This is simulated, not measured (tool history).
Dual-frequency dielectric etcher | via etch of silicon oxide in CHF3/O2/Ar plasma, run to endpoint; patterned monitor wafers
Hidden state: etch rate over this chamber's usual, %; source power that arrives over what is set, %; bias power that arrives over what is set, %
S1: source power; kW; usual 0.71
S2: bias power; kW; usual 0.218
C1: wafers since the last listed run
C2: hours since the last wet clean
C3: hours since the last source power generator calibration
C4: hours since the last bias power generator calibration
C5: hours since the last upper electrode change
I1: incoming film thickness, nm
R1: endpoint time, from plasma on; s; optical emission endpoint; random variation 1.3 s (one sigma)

run    hour    S1     S2   C1     C2      C3      C4      C5     I1     R1
  1       0  0.71  0.256    0  455.1  1547.4  1175.2  3881.9  750.6  311.2
  2    64.1  0.71  0.256  256  519.2  1611.5  1239.3    3946    753    312
  3   148.1  0.71  0.218  336  603.2  1695.5  1323.3    4030  755.2  338.4
      203.6  -- wet clean of the chamber
  4     243  0.71  0.218  283   39.4  1790.4  1418.2  4124.9  746.5  333.2
  5   392.5  0.71  0.218  598  188.9  1939.9  1567.7  4274.4  745.8  331.7
  6     457  0.71  0.218  258  253.4  2004.4  1632.2  4338.9  754.1  336.8
  7   504.5  0.71  0.218  190  300.9  2051.9  1679.7  4386.4  759.9  340.1
  8   547.4  0.71  0.218  171  343.8  2094.8  1722.6  4429.3  753.9  335.8
  9   599.5  0.71  0.218  208  395.9  2146.9  1774.7  4481.4  753.4  337.7
 10   667.2  0.71  0.218  270  463.6  2214.6  1842.4  4549.1  758.1  342.3
 11   728.6  0.71  0.218  245    525    2276  1903.8  4610.5  745.1  334.1
 12   767.5  0.71  0.218  155  563.9  2314.9  1942.7  4649.4    750    336
      792.3  -- wet clean of the chamber
 13   854.5  0.82  0.218  252   62.2  2401.9  2029.7  4736.4  756.2  315.6
 14   933.6  0.82  0.218  316  141.3    2481  2108.8  4815.5    752  314.2
 15  1019.7  0.71  0.245  344  227.4  2567.1  2194.9  4901.6  747.4  320.4
 16  1096.6  0.71  0.218  307  304.3    2644  2271.8  4978.5  752.6  339.4
 17  1172.5   0.6  0.196  303  380.2  2719.9  2347.7  5054.4  751.4  387.3
 18  1239.9  0.71  0.195  269  447.6  2787.3  2415.1  5121.8  756.3  358.9
 19  1305.4  0.78  0.233  262  513.1  2852.8  2480.6  5187.3  747.9  312.9
       1316  -- source power generator calibrated
     1361.6  -- wet clean of the chamber
 20  1383.8  0.65  0.259  201   22.2    67.8    2559  5265.7    751  319.5
 21  1462.1  0.71  0.218  313  100.5   146.1  2637.3    5344    749    332
 22  1530.2  0.71  0.252  272  168.6   214.2  2705.4  5412.1    751  311.8
 23    1595  0.61  0.204  259  233.4     279  2770.2  5476.9  745.6  369.4
     1647.4  -- upper electrode replaced
 24  1661.3  0.71  0.218  169  299.7   345.3  2836.5    13.9  750.1  331.7
 25    1765  0.71  0.241  415  403.4     449  2940.2   117.6  753.9  318.7
     1969.6  -- wet clean of the chamber
     1979.4  -- bias power generator calibrated
 26  2007.4  0.71  0.218  858   37.8   691.4      28     360  746.4  329.3
 27    2194  0.71  0.218  746  224.4     878   214.6   546.6  746.8  331.9

Run 28 comes next. What will it give?
 28  2277  0.87  0.203  332  307.4  961  297.6  629.6  756.6   ?

{"run 28": {"R1": 315}}
Without the tool's hidden state the same run would have given R1 314.5 s.
